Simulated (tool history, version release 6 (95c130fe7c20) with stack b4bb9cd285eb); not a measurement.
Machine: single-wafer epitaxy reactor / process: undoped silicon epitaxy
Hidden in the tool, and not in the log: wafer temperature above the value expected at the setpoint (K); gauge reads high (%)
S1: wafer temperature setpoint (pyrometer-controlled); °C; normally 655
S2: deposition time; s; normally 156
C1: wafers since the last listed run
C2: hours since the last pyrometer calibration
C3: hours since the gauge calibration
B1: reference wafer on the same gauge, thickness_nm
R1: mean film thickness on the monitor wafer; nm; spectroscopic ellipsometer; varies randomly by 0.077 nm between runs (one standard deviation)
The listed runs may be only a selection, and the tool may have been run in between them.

run 1 day=0 | S1=655 S2=149 | C1=0 C2=1903.5 C3=190.5 | B1=23.299 | R1=28.946
run 2 day=0.742 | S1=655 S2=149 | C1=176 C2=1921.3 C3=208.3 | B1=23.298 | R1=29.017
run 3 day=1.329 | S1=655 S2=149 | C1=139 C2=1935.4 C3=222.4 | B1=23.317 | R1=28.776
run 4 day=1.733 | S1=645 S2=145 | C1=96 C2=1945.1 C3=232.1 | B1=23.301 | R1=23.34
run 5 day=2.167 | S1=655 S2=156 | C1=103 C2=1955.5 C3=242.5 | B1=23.293 | R1=30.425
run 6 day=2.833 | S1=655 S2=156 | C1=158 C2=1971.5 C3=258.5 | B1=23.308 | R1=30.368
run 7 day=3.562 | S1=646 S2=156 | C1=173 C2=1989 C3=276 | B1=23.309 | R1=25.683
run 8 day=4.208 | S1=646 S2=156 | C1=153 C2=2004.5 C3=291.5 | B1=23.306 | R1=25.528
run 9 day=4.662 | S1=655 S2=143 | C1=108 C2=2015.4 C3=302.4 | B1=23.295 | R1=27.892
run 10 day=5.025 | S1=655 S2=156 | C1=86 C2=2024.1 C3=311.1 | B1=23.303 | R1=30.275
run 11 day=5.338 | S1=655 S2=136 | C1=74 C2=2031.6 C3=318.6 | B1=23.298 | R1=26.471
-- day=5.779 gauge calibrated
run 12 day=5.971 | S1=641 S2=130 | C1=150 C2=2046.8 C3=4.6 | B1=23.306 | R1=19.43
run 13 day=7.333 | S1=642 S2=132 | C1=324 C2=2079.5 C3=37.3 | B1=23.302 | R1=20.14
run 14 day=7.629 | S1=655 S2=156 | C1=70 C2=2086.6 C3=44.4 | B1=23.287 | R1=30.574
run 15 day=8.208 | S1=655 S2=156 | C1=137 C2=2100.5 C3=58.3 | B1=23.305 | R1=30.481
-- day=8.571 pyrometer calibrated
run 16 day=8.788 | S1=643 S2=133 | C1=58 C2=5.2 C3=72.2 | B1=23.287 | R1=18.717
run 17 day=9.2 | S1=655 S2=156 | C1=98 C2=15.1 C3=82.1 | B1=23.296 | R1=27.7
run 18 day=10.358 | S1=661 S2=177 | C1=275 C2=42.9 C3=109.9 | B1=23.311 | R1=34.87
run 19 day=11.012 | S1=655 S2=171 | C1=155 C2=58.6 C3=125.6 | B1=23.309 | R1=30.144
run 20 day=11.675 | S1=655 S2=134 | C1=157 C2=74.5 C3=141.5 | B1=23.299 | R1=23.711

3 options for the next run, each taken on its own from the tool as it stands now. Forecast them:
run A day=11.692 | S1=655 S2=156 | C1=3 C2=74.9 C3=141.9 | B1=? | R1=?
run B day=11.692 | S1=640 S2=137 | C1=3 C2=74.9 C3=141.9 | B1=? | R1=?
run C day=11.692 | S1=667 S2=140 | C1=3 C2=74.9 C3=141.9 | B1=? | R1=?

run=A B1=23.302 R1=27.608
run=B B1=23.302 R1=18.169
run=C B1=23.302 R1=31.027
With no hidden state in the tool, these same runs would have given:
run=A R1=27.49
run=B R1=18.089
run=C R1=30.896
